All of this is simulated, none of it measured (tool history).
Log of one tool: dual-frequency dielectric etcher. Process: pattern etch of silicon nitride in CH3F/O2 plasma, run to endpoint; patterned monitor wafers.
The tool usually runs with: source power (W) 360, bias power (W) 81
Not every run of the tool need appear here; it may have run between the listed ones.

run     day  source power (W)  bias power (W)  wafers since the last listed run  hours since the last wet clean  hours since the last source power generator calibration  hours since the last bias power generator calibration  hours since the last upper electrode change  incoming incoming film thickness, nm  endpoint time (s)
  1       0               360              81                                 0                             115                                                   2289.5                                                  851.5                                       4172.3                                  87.6               99.9
  2   0.896               360              81                                99                           136.5                                                     2311                                                    873                                       4193.8                                  87.3               97.5
  3   2.288               360              66                               154                           169.9                                                   2344.4                                                  906.4                                       4227.2                                  87.4              102.3
  4   3.596               340              91                               145                           201.3                                                   2375.8                                                  937.8                                       4258.6                                    88               97.8
  5   6.196               340              91                               288                           263.7                                                   2438.2                                                 1000.2                                         4321                                  87.9               98.1
  6   7.158               340              91                               106                           286.8                                                   2461.3                                                 1023.3                                       4344.1                                  86.2               95.6
  7     7.9               360              88                                82                           304.6                                                   2479.1                                                 1041.1                                       4361.9                                  88.4               95.7
  8   8.642               360              88                                82                           322.4                                                   2496.9                                                 1058.9                                       4379.7                                  87.6               95.3
  9    9.45               360              81                                89                           341.8                                                   2516.3                                                 1078.3                                       4399.1                                  87.2               96.4
     11.188  -- wet clean of the chamber
 10  11.208               360              81                                84                             0.5                                                   2558.5                                                 1120.5                                       4441.3                                  88.1              100.1
 11  11.221               360              81                                 1                             0.8                                                   2558.8                                                 1120.8                                       4441.6                                  87.8              100.1
 12  12.625               300              81                               156                            34.5                                                   2592.5                                                 1154.5                                       4475.3                                  86.9              106.3
 13  13.629               300              81                               111                            58.6                                                   2616.6                                                 1178.6                                       4499.4                                  87.4              106.1
 14  14.821               360              69                               132                            87.2                                                   2645.2                                                 1207.2                                         4528                                  87.5                103
 15  15.362               360              69                                60                           100.2                                                   2658.2                                                 1220.2                                         4541                                  87.2              102.3
 16  16.567               340              92                               133                           129.1                                                   2687.1                                                 1249.1                                       4569.9                                  87.2               97.9
 17  17.754               400              81                               131                           157.6                                                   2715.6                                                 1277.6                                       4598.4                                  87.7                 94

Run 18 has not been measured yet. What should we expect?
 18  19.192               310              72                               159                           192.1                                                   2750.1                                                 1312.1                                       4632.9                                  87.4                  ?

{"run 18": {"endpoint time (s)": 107.3}}
Were there no unlogged condition in the tool, this run, its random variation unchanged, would have produced endpoint time (s) 109.2.

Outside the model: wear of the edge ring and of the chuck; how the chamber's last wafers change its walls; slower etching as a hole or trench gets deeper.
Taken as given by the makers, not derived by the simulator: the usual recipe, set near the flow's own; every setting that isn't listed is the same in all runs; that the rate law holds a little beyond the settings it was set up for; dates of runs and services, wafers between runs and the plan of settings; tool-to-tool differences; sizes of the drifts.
